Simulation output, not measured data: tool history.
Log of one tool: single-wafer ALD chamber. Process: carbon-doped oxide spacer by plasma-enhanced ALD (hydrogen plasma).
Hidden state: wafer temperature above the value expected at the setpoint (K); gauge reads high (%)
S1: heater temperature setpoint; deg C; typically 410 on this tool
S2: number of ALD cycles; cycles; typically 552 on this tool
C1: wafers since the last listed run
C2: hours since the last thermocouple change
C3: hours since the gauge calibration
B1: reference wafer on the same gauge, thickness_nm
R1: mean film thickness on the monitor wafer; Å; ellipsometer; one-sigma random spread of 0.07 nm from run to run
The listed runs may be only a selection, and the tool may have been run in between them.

run 1 hour=0 | S1=422 S2=578 | C1=0 C2=725.4 C3=345.3 | B1=25.295 | R1=275.9
run 2 hour=19.9 | S1=410 S2=552 | C1=15 C2=745.3 C3=365.2 | B1=25.305 | R1=274.9
run 3 hour=40.6 | S1=410 S2=552 | C1=16 C2=766 C3=385.9 | B1=25.309 | R1=276.42
run 4 hour=74.1 | S1=410 S2=552 | C1=26 C2=799.5 C3=419.4 | B1=25.312 | R1=275.84
run 5 hour=86.8 | S1=410 S2=552 | C1=10 C2=812.2 C3=432.1 | B1=25.311 | R1=274.44
run 6 hour=167.8 | S1=414 S2=628 | C1=64 C2=893.2 C3=513.1 | B1=25.31 | R1=310.29
run 7 hour=220.8 | S1=414 S2=628 | C1=42 C2=946.2 C3=566.1 | B1=25.299 | R1=311.19
run 8 hour=250.6 | S1=414 S2=628 | C1=23 C2=976 C3=595.9 | B1=25.302 | R1=309.97
run 9 hour=263.5 | S1=406 S2=552 | C1=10 C2=988.9 C3=608.8 | B1=25.29 | R1=280.12
run 10 hour=276.1 | S1=406 S2=552 | C1=9 C2=1001.5 C3=621.4 | B1=25.304 | R1=280.77
run 11 hour=296.8 | S1=406 S2=552 | C1=16 C2=1022.2 C3=642.1 | B1=25.305 | R1=281.05
run 12 hour=331 | S1=410 S2=552 | C1=27 C2=1056.4 C3=676.3 | B1=25.309 | R1=279.19
run 13 hour=363.7 | S1=410 S2=552 | C1=25 C2=1089.1 C3=709 | B1=25.305 | R1=278.43
run 14 hour=384.3 | S1=410 S2=552 | C1=16 C2=1109.7 C3=729.6 | B1=25.309 | R1=276.53
-- hour=399 gauge calibrated
run 15 hour=413 | S1=422 S2=552 | C1=22 C2=1138.4 C3=14 | B1=25.288 | R1=267.92
run 16 hour=476.8 | S1=418 S2=498 | C1=50 C2=1202.2 C3=77.8 | B1=25.3 | R1=245.57
run 17 hour=491.2 | S1=419 S2=552 | C1=11 C2=1216.6 C3=92.2 | B1=25.316 | R1=271.2
run 18 hour=510.3 | S1=406 S2=552 | C1=15 C2=1235.7 C3=111.3 | B1=25.299 | R1=283
run 19 hour=532.2 | S1=410 S2=552 | C1=17 C2=1257.6 C3=133.2 | B1=25.303 | R1=279.55
-- hour=561.5 thermocouple changed; heater temperature recalibrated
run 20 hour=562 | S1=410 S2=552 | C1=17 C2=0.5 C3=163 | B1=25.305 | R1=274.24
run 21 hour=571.1 | S1=410 S2=627 | C1=7 C2=9.6 C3=172.1 | B1=25.307 | R1=310.44
run 22 hour=587.5 | S1=399 S2=517 | C1=13 C2=26 C3=188.5 | B1=25.289 | R1=265
run 23 hour=615.6 | S1=410 S2=552 | C1=22 C2=54.1 C3=216.6 | B1=25.301 | R1=272.51
run 24 hour=627.6 | S1=399 S2=470 | C1=9 C2=66.1 C3=228.6 | B1=25.292 | R1=240.65
run 25 hour=647.4 | S1=420 S2=631 | C1=15 C2=85.9 C3=248.4 | B1=25.294 | R1=302.74
run 26 hour=664.9 | S1=404 S2=455 | C1=13 C2=103.4 C3=265.9 | B1=25.289 | R1=229.73
run 27 hour=680.4 | S1=414 S2=628 | C1=12 C2=118.9 C3=281.4 | B1=25.311 | R1=306.79
run 28 hour=709.9 | S1=410 S2=552 | C1=23 C2=148.4 C3=310.9 | B1=25.306 | R1=272.91
run 29 hour=735.5 | S1=403 S2=452 | C1=20 C2=174 C3=336.5 | B1=25.314 | R1=229.09
run 30 hour=752.5 | S1=410 S2=599 | C1=13 C2=191 C3=353.5 | B1=25.3 | R1=297.45

Entry by entry between the runs, the difference in hidden state between the last listed run before and the first listed run after:
Between runs 14 and 15: gauge calibrated (hour 399)
  wafer temperature above the value expected at the setpoint (K): -4.56 -> -4.84
  measured value less the no-hidden-state value, R1: +4.13 -> +4.42 Å
Between runs 19 and 20: thermocouple changed; heater temperature recalibrated (hour 561.5)
  wafer temperature above the value expected at the setpoint (K): -6.1 -> 0.76
  measured value less the no-hidden-state value, R1: +5.55 -> -0.69 Å
